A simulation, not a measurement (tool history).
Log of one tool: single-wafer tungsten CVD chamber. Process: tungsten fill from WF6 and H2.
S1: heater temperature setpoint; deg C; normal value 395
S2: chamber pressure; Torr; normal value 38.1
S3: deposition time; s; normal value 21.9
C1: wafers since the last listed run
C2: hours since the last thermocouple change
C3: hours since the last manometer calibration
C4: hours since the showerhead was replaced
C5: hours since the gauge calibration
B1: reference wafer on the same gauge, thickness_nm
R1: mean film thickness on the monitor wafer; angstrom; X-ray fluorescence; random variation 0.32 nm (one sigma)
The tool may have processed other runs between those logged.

run 1 day=0.000 | S1=395 S2=38.1 S3=21.9 | C1=0 C2=1827.4 C3=1849.0 C4=5187.9 C5=232.5 | B1=60.246 | R1=730.96
run 2 day=1.042 | S1=395 S2=43.9 S3=20.5 | C1=608 C2=1852.4 C3=1874.0 C4=5212.9 C5=257.5 | B1=60.385 | R1=719.70
run 3 day=2.029 | S1=395 S2=43.9 S3=20.5 | C1=577 C2=1876.1 C3=1897.7 C4=5236.6 C5=281.2 | B1=60.386 | R1=725.00
run 4 day=3.008 | S1=395 S2=43.9 S3=20.5 | C1=572 C2=1899.6 C3=1921.2 C4=5260.1 C5=304.7 | B1=60.492 | R1=725.52
run 5 day=4.242 | S1=407 S2=38.1 S3=21.9 | C1=720 C2=1929.2 C3=1950.8 C4=5289.7 C5=334.3 | B1=60.655 | R1=954.12
-- day=5.446 showerhead replaced
-- day=5.558 capacitance manometer re-zeroed and calibrated
run 6 day=5.592 | S1=407 S2=38.1 S3=21.9 | C1=527 C2=1961.6 C3=0.8 C4=3.5 C5=366.7 | B1=60.645 | R1=952.78
run 7 day=7.054 | S1=407 S2=38.1 S3=21.9 | C1=854 C2=1996.7 C3=35.9 C4=38.6 C5=401.8 | B1=60.720 | R1=950.07
-- day=7.658 gauge calibrated
run 8 day=7.742 | S1=395 S2=38.1 S3=21.9 | C1=401 C2=2013.2 C3=52.4 C4=55.1 C5=2.0 | B1=59.809 | R1=734.03
run 9 day=8.396 | S1=407 S2=30.6 S3=23.5 | C1=382 C2=2028.9 C3=68.1 C4=70.8 C5=17.7 | B1=59.890 | R1=943.35
-- day=9.167 thermocouple changed; heater temperature recalibrated
run 10 day=9.188 | S1=395 S2=38.1 S3=21.9 | C1=267 C2=0.5 C3=87.1 C4=89.8 C5=36.7 | B1=59.836 | R1=730.87
run 11 day=10.096 | S1=391 S2=40.7 S3=21.9 | C1=530 C2=22.3 C3=108.9 C4=111.6 C5=58.5 | B1=59.873 | R1=683.37
run 12 day=11.300 | S1=400 S2=30.3 S3=18.7 | C1=703 C2=51.2 C3=137.8 C4=140.5 C5=87.4 | B1=60.003 | R1=644.77
run 13 day=12.208 | S1=380 S2=44.5 S3=21.9 | C1=530 C2=73.0 C3=159.6 C4=162.3 C5=109.2 | B1=60.008 | R1=553.11
run 14 day=13.242 | S1=384 S2=38.1 S3=21.9 | C1=603 C2=97.8 C3=184.4 C4=187.1 C5=134.0 | B1=60.110 | R1=577.21
run 15 day=13.988 | S1=395 S2=38.1 S3=18.7 | C1=435 C2=115.7 C3=202.3 C4=205.0 C5=151.9 | B1=60.165 | R1=628.44
run 16 day=14.846 | S1=395 S2=43.3 S3=19.7 | C1=501 C2=136.3 C3=222.9 C4=225.6 C5=172.5 | B1=60.200 | R1=688.60
run 17 day=15.954 | S1=385 S2=40.5 S3=24.1 | C1=647 C2=162.9 C3=249.5 C4=252.2 C5=199.1 | B1=60.202 | R1=665.79

3 ways to go on from here, each from the tool as it stands after run 17. What would each give?
run A day=15.971 | S1=395 S2=38.1 S3=21.9 | C1=9 C2=163.3 C3=249.9 C4=252.6 C5=199.5 | B1=? | R1=?
run B day=15.971 | S1=385 S2=38.1 S3=20.5 | C1=9 C2=163.3 C3=249.9 C4=252.6 C5=199.5 | B1=? | R1=?
run C day=15.971 | S1=400 S2=38.1 S3=21.9 | C1=9 C2=163.3 C3=249.9 C4=252.6 C5=199.5 | B1=? | R1=?

run=A B1=60.281 R1=732.51
run=B B1=60.281 R1=549.54
run=C B1=60.281 R1=814.30
Without the tool's hidden state the same runs would have given:
run=A R1=727.10
run=B R1=545.48
run=C R1=808.29
